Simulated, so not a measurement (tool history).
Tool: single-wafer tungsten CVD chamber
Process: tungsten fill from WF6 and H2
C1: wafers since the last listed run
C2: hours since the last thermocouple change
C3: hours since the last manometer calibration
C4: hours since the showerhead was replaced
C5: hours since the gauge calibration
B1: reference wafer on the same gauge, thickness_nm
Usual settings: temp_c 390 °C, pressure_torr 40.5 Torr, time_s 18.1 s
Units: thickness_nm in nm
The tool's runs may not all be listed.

run 1 hour=0.0 | temp_c=390 pressure_torr=40.5 time_s=18.1 | C1=0 C2=1059.5 C3=771.5 C4=1776.6 C5=1925.5 | B1=55.905 | thickness_nm=48.059
run 2 hour=60.3 | temp_c=390 pressure_torr=40.5 time_s=18.1 | C1=1269 C2=1119.8 C3=831.8 C4=1836.9 C5=1985.8 | B1=55.910 | thickness_nm=48.176
run 3 hour=108.2 | temp_c=390 pressure_torr=40.5 time_s=18.1 | C1=1008 C2=1167.7 C3=879.7 C4=1884.8 C5=2033.7 | B1=55.927 | thickness_nm=47.923
run 4 hour=196.7 | temp_c=390 pressure_torr=40.5 time_s=18.1 | C1=1863 C2=1256.2 C3=968.2 C4=1973.3 C5=2122.2 | B1=55.884 | thickness_nm=47.941
run 5 hour=245.6 | temp_c=390 pressure_torr=40.5 time_s=18.1 | C1=1029 C2=1305.1 C3=1017.1 C4=2022.2 C5=2171.1 | B1=55.931 | thickness_nm=48.151
run 6 hour=336.3 | temp_c=383 pressure_torr=40.5 time_s=18.1 | C1=1909 C2=1395.8 C3=1107.8 C4=2112.9 C5=2261.8 | B1=55.896 | thickness_nm=40.979
run 7 hour=390.8 | temp_c=383 pressure_torr=40.5 time_s=18.1 | C1=1147 C2=1450.3 C3=1162.3 C4=2167.4 C5=2316.3 | B1=55.906 | thickness_nm=41.155
run 8 hour=465.3 | temp_c=390 pressure_torr=33.2 time_s=18.1 | C1=1568 C2=1524.8 C3=1236.8 C4=2241.9 C5=2390.8 | B1=55.919 | thickness_nm=44.208
-- hour=510.1 gauge calibrated
run 9 hour=541.6 | temp_c=390 pressure_torr=33.2 time_s=18.1 | C1=1606 C2=1601.1 C3=1313.1 C4=2318.2 C5=31.5 | B1=55.929 | thickness_nm=44.058
run 10 hour=587.8 | temp_c=390 pressure_torr=40.5 time_s=15.4 | C1=972 C2=1647.3 C3=1359.3 C4=2364.4 C5=77.7 | B1=55.894 | thickness_nm=40.706
run 11 hour=659.9 | temp_c=390 pressure_torr=45.8 time_s=18.1 | C1=1518 C2=1719.4 C3=1431.4 C4=2436.5 C5=149.8 | B1=55.928 | thickness_nm=50.473
run 12 hour=747.4 | temp_c=390 pressure_torr=45.8 time_s=18.1 | C1=1842 C2=1806.9 C3=1518.9 C4=2524.0 C5=237.3 | B1=55.952 | thickness_nm=50.501
run 13 hour=852.3 | temp_c=378 pressure_torr=40.5 time_s=14.6 | C1=2209 C2=1911.8 C3=1623.8 C4=2628.9 C5=342.2 | B1=55.925 | thickness_nm=29.527
-- hour=961.6 capacitance manometer re-zeroed and calibrated
run 14 hour=981.5 | temp_c=390 pressure_torr=50.1 time_s=17.0 | C1=2552 C2=2041.0 C3=19.9 C4=2758.1 C5=471.4 | B1=55.933 | thickness_nm=49.259
run 15 hour=1077.3 | temp_c=385 pressure_torr=32.0 time_s=18.1 | C1=2017 C2=2136.8 C3=115.7 C4=2853.9 C5=567.2 | B1=55.930 | thickness_nm=38.776
run 16 hour=1171.4 | temp_c=390 pressure_torr=40.5 time_s=14.8 | C1=1981 C2=2230.9 C3=209.8 C4=2948.0 C5=661.3 | B1=55.874 | thickness_nm=39.182
-- hour=1259.1 thermocouple changed; heater temperature recalibrated
run 17 hour=1263.3 | temp_c=390 pressure_torr=35.3 time_s=19.3 | C1=1766 C2=4.2 C3=301.7 C4=3039.9 C5=753.2 | B1=55.799 | thickness_nm=48.266
run 18 hour=1503.8 | temp_c=390 pressure_torr=40.5 time_s=18.1 | C1=5064 C2=244.7 C3=542.2 C4=3280.4 C5=993.7 | B1=55.907 | thickness_nm=47.947
run 19 hour=1598.7 | temp_c=390 pressure_torr=37.6 time_s=18.1 | C1=1998 C2=339.6 C3=637.1 C4=3375.3 C5=1088.6 | B1=55.820 | thickness_nm=46.643
run 20 hour=1697.8 | temp_c=390 pressure_torr=32.0 time_s=18.1 | C1=2086 C2=438.7 C3=736.2 C4=3474.4 C5=1187.7 | B1=55.922 | thickness_nm=43.444
run 21 hour=1758.3 | temp_c=402 pressure_torr=40.5 time_s=18.1 | C1=1274 C2=499.2 C3=796.7 C4=3534.9 C5=1248.2 | B1=55.853 | thickness_nm=61.932
run 22 hour=1829.1 | temp_c=383 pressure_torr=40.5 time_s=21.4 | C1=1490 C2=570.0 C3=867.5 C4=3605.7 C5=1319.0 | B1=55.870 | thickness_nm=48.489
-- hour=1867.4 showerhead replaced
run 23 hour=1899.2 | temp_c=390 pressure_torr=40.5 time_s=15.5 | C1=1307 C2=640.1 C3=937.6 C4=31.8 C5=1389.1 | B1=55.943 | thickness_nm=41.188
run 24 hour=1951.6 | temp_c=390 pressure_torr=40.5 time_s=18.1 | C1=1103 C2=692.5 C3=990.0 C4=84.2 C5=1441.5 | B1=55.839 | thickness_nm=48.101
run 25 hour=1996.8 | temp_c=385 pressure_torr=46.1 time_s=16.6 | C1=951 C2=737.7 C3=1035.2 C4=129.4 C5=1486.7 | B1=55.859 | thickness_nm=41.600
run 26 hour=2060.9 | temp_c=377 pressure_torr=37.3 time_s=20.6 | C1=1349 C2=801.8 C3=1099.3 C4=193.5 C5=1550.8 | B1=55.898 | thickness_nm=39.233
run 27 hour=2118.6 | temp_c=382 pressure_torr=47.7 time_s=18.1 | C1=1215 C2=859.5 C3=1157.0 C4=251.2 C5=1608.5 | B1=55.858 | thickness_nm=42.796
run 28 hour=2236.2 | temp_c=390 pressure_torr=35.6 time_s=19.7 | C1=2476 C2=977.1 C3=1274.6 C4=368.8 C5=1726.1 | B1=55.842 | thickness_nm=49.537
run 29 hour=2316.5 | temp_c=376 pressure_torr=49.6 time_s=21.6 | C1=1690 C2=1057.4 C3=1354.9 C4=449.1 C5=1806.4 | B1=55.972 | thickness_nm=45.417
run 30 hour=2393.7 | temp_c=381 pressure_torr=33.9 time_s=18.1 | C1=1625 C2=1134.6 C3=1432.1 C4=526.3 C5=1883.6 | B1=55.903 | thickness_nm=36.245
-- hour=2429.0 capacitance manometer re-zeroed and calibrated
run 31 hour=2495.6 | temp_c=390 pressure_torr=40.5 time_s=18.1 | C1=1977 C2=1236.5 C3=66.6 C4=628.2 C5=1985.5 | B1=55.850 | thickness_nm=48.053
run 32 hour=2553.8 | temp_c=390 pressure_torr=40.5 time_s=18.1 | C1=1225 C2=1294.7 C3=124.8 C4=686.4 C5=2043.7 | B1=55.854 | thickness_nm=47.978
run 33 hour=2624.2 | temp_c=390 pressure_torr=40.5 time_s=15.5 | C1=1482 C2=1365.1 C3=195.2 C4=756.8 C5=2114.1 | B1=55.868 | thickness_nm=41.196

Forecast each of these 5 alternatives for the next run:
run A hour=2624.6 | temp_c=390 pressure_torr=40.5 time_s=18.1 | C1=8 C2=1365.5 C3=195.6 C4=757.2 C5=2114.5 | B1=? | thickness_nm=?
run B hour=2624.6 | temp_c=380 pressure_torr=40.5 time_s=18.1 | C1=8 C2=1365.5 C3=195.6 C4=757.2 C5=2114.5 | B1=? | thickness_nm=?
run C hour=2624.6 | temp_c=381 pressure_torr=40.5 time_s=18.1 | C1=8 C2=1365.5 C3=195.6 C4=757.2 C5=2114.5 | B1=? | thickness_nm=?
run D hour=2624.6 | temp_c=401 pressure_torr=40.5 time_s=18.1 | C1=8 C2=1365.5 C3=195.6 C4=757.2 C5=2114.5 | B1=? | thickness_nm=?
run E hour=2624.6 | temp_c=403 pressure_torr=50.2 time_s=20.2 | C1=8 C2=1365.5 C3=195.6 C4=757.2 C5=2114.5 | B1=? | thickness_nm=?

run=A B1=55.889 thickness_nm=48.037
run=B B1=55.889 thickness_nm=38.281
run=C B1=55.889 thickness_nm=39.184
run=D B1=55.889 thickness_nm=60.661
run=E B1=55.889 thickness_nm=77.230
Without the tool's hidden state the same runs would have given:
run=A thickness_nm=48.037
run=B thickness_nm=38.281
run=C thickness_nm=39.184
run=D thickness_nm=60.661
run=E thickness_nm=77.230
